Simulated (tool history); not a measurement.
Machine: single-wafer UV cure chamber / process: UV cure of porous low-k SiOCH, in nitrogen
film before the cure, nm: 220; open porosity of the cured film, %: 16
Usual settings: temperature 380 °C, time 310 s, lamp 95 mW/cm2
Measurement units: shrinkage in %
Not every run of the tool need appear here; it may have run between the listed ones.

run     day  temperature  time  lamp  shrinkage
  1   0.000          389   310    95     11.682
  2   2.192          389   310    95     11.630
  3   5.258          389   310    95     11.223
  4   8.071          380   310    95     11.319
  5  11.633          380   310    95     10.828
     14.129  -- quartz window cleaned
  6  15.383          380   310    95     11.995
  7  16.983          380   310    95     11.898
  8  19.992          380   310    64     10.012
  9  22.371          380   310   123     12.969
 10  26.204          380   310   123     12.773
 11  29.725          380   310   123     12.329
 12  33.296          385   310    68     10.070
 13  36.688          380   310    95     11.157
     38.812  -- quartz window cleaned
 14  43.038          380   310    95     11.792
 15  44.754          380   310    95     11.992
 16  46.358          380   310    95     11.653
 17  48.400          380   310    95     11.513
 18  50.271          380   310    95     11.413
 19  52.075          380   310    95     11.440
 20  55.721          380   310    87     11.120
 21  58.917          397   200   111     10.107
     59.312  -- UV bulbs replaced
 22  61.883          398   175   127      9.826
     62.371  -- quartz window cleaned
 23  65.179          368   310    95     11.656
 24  69.454          380   310    66     10.223
 25  71.825          366   310    95     11.612
 26  73.696          389   310    95     11.900
 27  75.267          380   310    95     11.653
 28  79.333          380   310    87     11.003
 29  82.758          373   260    83      9.765

Run 30 has not been measured yet. What should we expect?
 30  86.504          380   310    95          ?

{"run 30": {"shrinkage": 11.162}}
The same run, on a tool lacking any hidden state, would have yielded shrinkage 12.181 %.
